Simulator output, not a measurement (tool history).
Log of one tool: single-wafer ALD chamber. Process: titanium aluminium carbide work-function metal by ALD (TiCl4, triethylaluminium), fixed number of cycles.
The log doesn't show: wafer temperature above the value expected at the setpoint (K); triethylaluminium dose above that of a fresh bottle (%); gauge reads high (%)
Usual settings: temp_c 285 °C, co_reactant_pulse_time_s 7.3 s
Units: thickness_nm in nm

| run | day | temp_c | co_reactant_pulse_time_s | wafers since the last listed run | hours since the last thermocouple change | hours since the last triethylaluminium bottle change | hours since the showerhead was replaced | hours since the gauge calibration | read-back reference wafer on the same gauge, thickness_nm | thickness_nm |
|---|---|---|---|---|---|---|---|---|---|---|
| 1 | 0 | 285 | 6.38 | 0 | 1529.3 | 1747 | 5876.7 | 144 | 2.084 | 1.604 |
| 2 | 0.758 | 285 | 6.38 | 267 | 1547.5 | 1765.2 | 5894.9 | 162.2 | 2.081 | 1.596 |
| 3 | 1.267 | 285 | 6.38 | 179 | 1559.7 | 1777.4 | 5907.1 | 174.4 | 2.082 | 1.599 |
| 4 | 1.9 | 285 | 6.34 | 223 | 1574.9 | 1792.6 | 5922.3 | 189.6 | 2.078 | 1.591 |
| 5 | 2.879 | 285 | 7.3 | 345 | 1598.4 | 1816.1 | 5945.8 | 213.1 | 2.081 | 1.632 |
| 6 | 4.188 | 285 | 7.3 | 461 | 1629.8 | 1847.5 | 5977.2 | 244.5 | 2.082 | 1.625 |
| 7 | 5.342 | 285 | 7.3 | 407 | 1657.5 | 1875.2 | 6004.9 | 272.2 | 2.082 | 1.623 |
|  | 6.5 | gauge calibrated |
| 8 | 6.533 | 285 | 6.57 | 420 | 1686.1 | 1903.8 | 6033.5 | 0.8 | 2.079 | 1.589 |
|  | 7.546 | showerhead replaced |
|  | 7.579 | thermocouple changed; heater temperature recalibrated |
| 9 | 7.6 | 295 | 5 | 247 | 0.5 | 1929.4 | 1.3 | 26.4 | 2.08 | 1.561 |
| 10 | 8.233 | 285 | 9.55 | 223 | 15.7 | 1944.6 | 16.5 | 41.6 | 2.081 | 1.705 |
| 11 | 8.929 | 285 | 7.3 | 245 | 32.4 | 1961.3 | 33.2 | 58.3 | 2.08 | 1.618 |
| 12 | 10.079 | 292 | 5.81 | 405 | 60 | 1988.9 | 60.8 | 85.9 | 2.079 | 1.584 |
|  | 11.225 | triethylaluminium bottle replaced |
| 13 | 11.471 | 291 | 7.3 | 373 | 93.4 | 5.9 | 94.2 | 119.3 | 2.08 | 1.803 |
| 14 | 14.371 | 285 | 7.3 | 1023 | 163 | 75.5 | 163.8 | 188.9 | 2.08 | 1.737 |
| 15 | 15.296 | 298 | 7.3 | 326 | 185.2 | 97.7 | 186 | 211.1 | 2.082 | 1.864 |
| 16 | 16.088 | 291 | 8.58 | 279 | 204.2 | 116.7 | 205 | 230.1 | 2.08 | 1.836 |
| 17 | 16.662 | 285 | 9.59 | 202 | 218 | 130.5 | 218.8 | 243.9 | 2.08 | 1.806 |

5 ways to go on from here, each from the tool as it stands after run 17. What would each give?
| A | 16.679 | 285 | 7.3 | 5 | 218.4 | 130.9 | 219.2 | 244.3 | ? | ? |
| B | 16.679 | 279 | 8.96 | 5 | 218.4 | 130.9 | 219.2 | 244.3 | ? | ? |
| C | 16.679 | 298 | 5.5 | 5 | 218.4 | 130.9 | 219.2 | 244.3 | ? | ? |
| D | 16.679 | 294 | 6.25 | 5 | 218.4 | 130.9 | 219.2 | 244.3 | ? | ? |
| E | 16.679 | 276 | 6.08 | 5 | 218.4 | 130.9 | 219.2 | 244.3 | ? | ? |

| run | read-back reference wafer on the same gauge, thickness_nm | thickness_nm |
|---|---|---|
| A | 2.079 | 1.745 |
| B | 2.079 | 1.736 |
| C | 2.079 | 1.785 |
| D | 2.079 | 1.786 |
| E | 2.079 | 1.619 |
Without the tool's hidden state the same runs would have given:
| run | thickness_nm |
|---|---|
| A | 1.75 |
| B | 1.74 |
| C | 1.792 |
| D | 1.792 |
| E | 1.625 |

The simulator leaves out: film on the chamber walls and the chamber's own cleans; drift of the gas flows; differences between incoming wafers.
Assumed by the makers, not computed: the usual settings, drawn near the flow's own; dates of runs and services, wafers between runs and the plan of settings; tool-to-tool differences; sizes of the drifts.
